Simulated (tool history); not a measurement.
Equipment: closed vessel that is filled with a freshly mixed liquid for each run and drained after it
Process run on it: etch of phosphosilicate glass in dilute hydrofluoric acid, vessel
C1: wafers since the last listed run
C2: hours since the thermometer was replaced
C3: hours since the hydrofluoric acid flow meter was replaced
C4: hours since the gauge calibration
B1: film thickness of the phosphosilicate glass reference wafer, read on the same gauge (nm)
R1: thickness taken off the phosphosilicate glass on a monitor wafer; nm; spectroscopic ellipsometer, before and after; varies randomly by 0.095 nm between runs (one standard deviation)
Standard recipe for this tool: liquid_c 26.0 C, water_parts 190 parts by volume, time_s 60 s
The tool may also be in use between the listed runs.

{"run": 1, "day": 0.0, "liquid_c": 26.0, "water_parts": 190, "time_s": 60, "C1": 0, "C2": 2302.0, "C3": 463.0, "C4": 1436.5, "B1": 29.98, "R1": 30.13}
{"run": 2, "day": 3.229, "liquid_c": 26.0, "water_parts": 190, "time_s": 60, "C1": 4749, "C2": 2379.5, "C3": 540.5, "C4": 1514.0, "B1": 29.99, "R1": 30.07}
{"run": 3, "day": 4.771, "liquid_c": 26.0, "water_parts": 190, "time_s": 60, "C1": 2267, "C2": 2416.5, "C3": 577.5, "C4": 1551.0, "B1": 30.02, "R1": 30.32}
{"day": 14.325, "done": "thermometer replaced"}
{"run": 4, "day": 16.521, "liquid_c": 26.0, "water_parts": 190, "time_s": 60, "C1": 17220, "C2": 52.7, "C3": 859.5, "C4": 1833.0, "B1": 30.0, "R1": 28.86}
{"day": 19.133, "done": "gauge calibrated"}
{"run": 5, "day": 19.304, "liquid_c": 26.0, "water_parts": 190, "time_s": 60, "C1": 4093, "C2": 119.5, "C3": 926.3, "C4": 4.1, "B1": 30.0, "R1": 29.03}
{"run": 6, "day": 22.742, "liquid_c": 26.0, "water_parts": 190, "time_s": 60, "C1": 5055, "C2": 202.0, "C3": 1008.8, "C4": 86.6, "B1": 30.02, "R1": 29.04}
{"run": 7, "day": 24.871, "liquid_c": 26.0, "water_parts": 190, "time_s": 60, "C1": 3131, "C2": 253.1, "C3": 1059.9, "C4": 137.7, "B1": 30.02, "R1": 28.99}
{"run": 8, "day": 26.475, "liquid_c": 26.0, "water_parts": 190, "time_s": 60, "C1": 2359, "C2": 291.6, "C3": 1098.4, "C4": 176.2, "B1": 30.02, "R1": 28.9}
{"day": 26.912, "done": "hydrofluoric acid flow meter replaced"}
{"run": 9, "day": 35.154, "liquid_c": 26.0, "water_parts": 190, "time_s": 60, "C1": 12703, "C2": 499.9, "C3": 197.8, "C4": 384.5, "B1": 30.02, "R1": 29.18}
{"run": 10, "day": 37.867, "liquid_c": 26.0, "water_parts": 190, "time_s": 60, "C1": 3989, "C2": 565.0, "C3": 262.9, "C4": 449.6, "B1": 30.01, "R1": 29.06}
{"run": 11, "day": 39.562, "liquid_c": 26.0, "water_parts": 190, "time_s": 60, "C1": 2494, "C2": 605.7, "C3": 303.6, "C4": 490.3, "B1": 30.04, "R1": 29.09}
{"run": 12, "day": 43.346, "liquid_c": 26.0, "water_parts": 190, "time_s": 60, "C1": 5564, "C2": 696.5, "C3": 394.4, "C4": 581.1, "B1": 29.97, "R1": 29.13}
{"run": 13, "day": 47.817, "liquid_c": 29.5, "water_parts": 100, "time_s": 90, "C1": 6575, "C2": 803.8, "C3": 501.7, "C4": 688.4, "B1": 30.0, "R1": 106.63}
{"run": 14, "day": 50.15, "liquid_c": 26.0, "water_parts": 160, "time_s": 30, "C1": 3431, "C2": 859.8, "C3": 557.7, "C4": 744.4, "B1": 29.97, "R1": 17.87}
{"run": 15, "day": 52.783, "liquid_c": 26.0, "water_parts": 190, "time_s": 60, "C1": 3873, "C2": 923.0, "C3": 620.9, "C4": 807.6, "B1": 30.02, "R1": 29.31}
{"run": 16, "day": 56.767, "liquid_c": 28.5, "water_parts": 155, "time_s": 80, "C1": 5858, "C2": 1018.6, "C3": 716.5, "C4": 903.2, "B1": 29.99, "R1": 55.01}
{"run": 17, "day": 60.575, "liquid_c": 26.0, "water_parts": 190, "time_s": 60, "C1": 5601, "C2": 1110.0, "C3": 807.9, "C4": 994.6, "B1": 29.98, "R1": 29.44}
{"run": 18, "day": 62.746, "liquid_c": 26.0, "water_parts": 190, "time_s": 60, "C1": 3192, "C2": 1162.1, "C3": 860.0, "C4": 1046.7, "B1": 29.94, "R1": 29.51}
{"run": 19, "day": 65.496, "liquid_c": 21.5, "water_parts": 190, "time_s": 70, "C1": 4044, "C2": 1228.1, "C3": 926.0, "C4": 1112.7, "B1": 30.01, "R1": 29.02}
{"run": 20, "day": 68.692, "liquid_c": 30.5, "water_parts": 220, "time_s": 75, "C1": 4700, "C2": 1304.8, "C3": 1002.7, "C4": 1189.4, "B1": 30.01, "R1": 36.0}
{"run": 21, "day": 73.746, "liquid_c": 28.0, "water_parts": 275, "time_s": 90, "C1": 7433, "C2": 1426.1, "C3": 1124.0, "C4": 1310.7, "B1": 29.98, "R1": 29.9}
{"run": 22, "day": 76.654, "liquid_c": 30.5, "water_parts": 265, "time_s": 95, "C1": 4277, "C2": 1495.9, "C3": 1193.8, "C4": 1380.5, "B1": 30.03, "R1": 35.81}
{"day": 79.9, "done": "hydrofluoric acid flow meter replaced"}
{"run": 23, "day": 83.75, "liquid_c": 26.0, "water_parts": 260, "time_s": 60, "C1": 10375, "C2": 1666.2, "C3": 92.4, "C4": 1550.8, "B1": 30.01, "R1": 20.11}
{"run": 24, "day": 88.138, "liquid_c": 30.5, "water_parts": 130, "time_s": 60, "C1": 6453, "C2": 1771.5, "C3": 197.7, "C4": 1656.1, "B1": 30.0, "R1": 55.48}
{"run": 25, "day": 89.988, "liquid_c": 26.0, "water_parts": 190, "time_s": 60, "C1": 2720, "C2": 1815.9, "C3": 242.1, "C4": 1700.5, "B1": 30.0, "R1": 29.82}
{"run": 26, "day": 92.9, "liquid_c": 26.0, "water_parts": 265, "time_s": 60, "C1": 4283, "C2": 1885.8, "C3": 312.0, "C4": 1770.4, "B1": 30.0, "R1": 19.75}
{"day": 93.854, "done": "gauge calibrated"}
{"run": 27, "day": 94.996, "liquid_c": 24.0, "water_parts": 190, "time_s": 60, "C1": 3082, "C2": 1936.1, "C3": 362.3, "C4": 27.4, "B1": 29.95, "R1": 27.95}
{"run": 28, "day": 96.892, "liquid_c": 26.0, "water_parts": 260, "time_s": 60, "C1": 2788, "C2": 1981.6, "C3": 407.8, "C4": 72.9, "B1": 30.07, "R1": 20.25}
{"run": 29, "day": 101.092, "liquid_c": 26.0, "water_parts": 190, "time_s": 35, "C1": 6177, "C2": 2082.4, "C3": 508.6, "C4": 173.7, "B1": 30.02, "R1": 17.47}
{"run": 30, "day": 105.262, "liquid_c": 26.0, "water_parts": 190, "time_s": 60, "C1": 6134, "C2": 2182.5, "C3": 608.7, "C4": 273.8, "B1": 30.02, "R1": 30.07}
{"day": 107.038, "done": "thermometer replaced"}
{"run": 31, "day": 108.983, "liquid_c": 22.5, "water_parts": 105, "time_s": 80, "C1": 5411, "C2": 46.7, "C3": 698.0, "C4": 363.1, "B1": 29.99, "R1": 67.28}
{"run": 32, "day": 111.412, "liquid_c": 27.5, "water_parts": 190, "time_s": 45, "C1": 3572, "C2": 105.0, "C3": 756.3, "C4": 421.4, "B1": 30.03, "R1": 22.85}

4 options for the next run, each taken on its own from the tool as it stands now. Forecast them:
{"run": "A", "day": 111.442, "liquid_c": 26.0, "water_parts": 225, "time_s": 60, "C1": 42, "C2": 105.7, "C3": 757.0, "C4": 422.1, "B1": "?", "R1": "?"}
{"run": "B", "day": 111.442, "liquid_c": 22.5, "water_parts": 190, "time_s": 80, "C1": 42, "C2": 105.7, "C3": 757.0, "C4": 422.1, "B1": "?", "R1": "?"}
{"run": "C", "day": 111.442, "liquid_c": 26.0, "water_parts": 190, "time_s": 70, "C1": 42, "C2": 105.7, "C3": 757.0, "C4": 422.1, "B1": "?", "R1": "?"}
{"run": "D", "day": 111.442, "liquid_c": 28.0, "water_parts": 230, "time_s": 45, "C1": 42, "C2": 105.7, "C3": 757.0, "C4": 422.1, "B1": "?", "R1": "?"}

run=A B1=29.97 R1=23.46
run=B B1=29.97 R1=33.84
run=C B1=29.97 R1=33.71
run=D B1=29.97 R1=18.36
Had the tool no hidden state, the same runs would have come out as:
run=A R1=23.28
run=B R1=33.56
run=C R1=33.44
run=D R1=18.22

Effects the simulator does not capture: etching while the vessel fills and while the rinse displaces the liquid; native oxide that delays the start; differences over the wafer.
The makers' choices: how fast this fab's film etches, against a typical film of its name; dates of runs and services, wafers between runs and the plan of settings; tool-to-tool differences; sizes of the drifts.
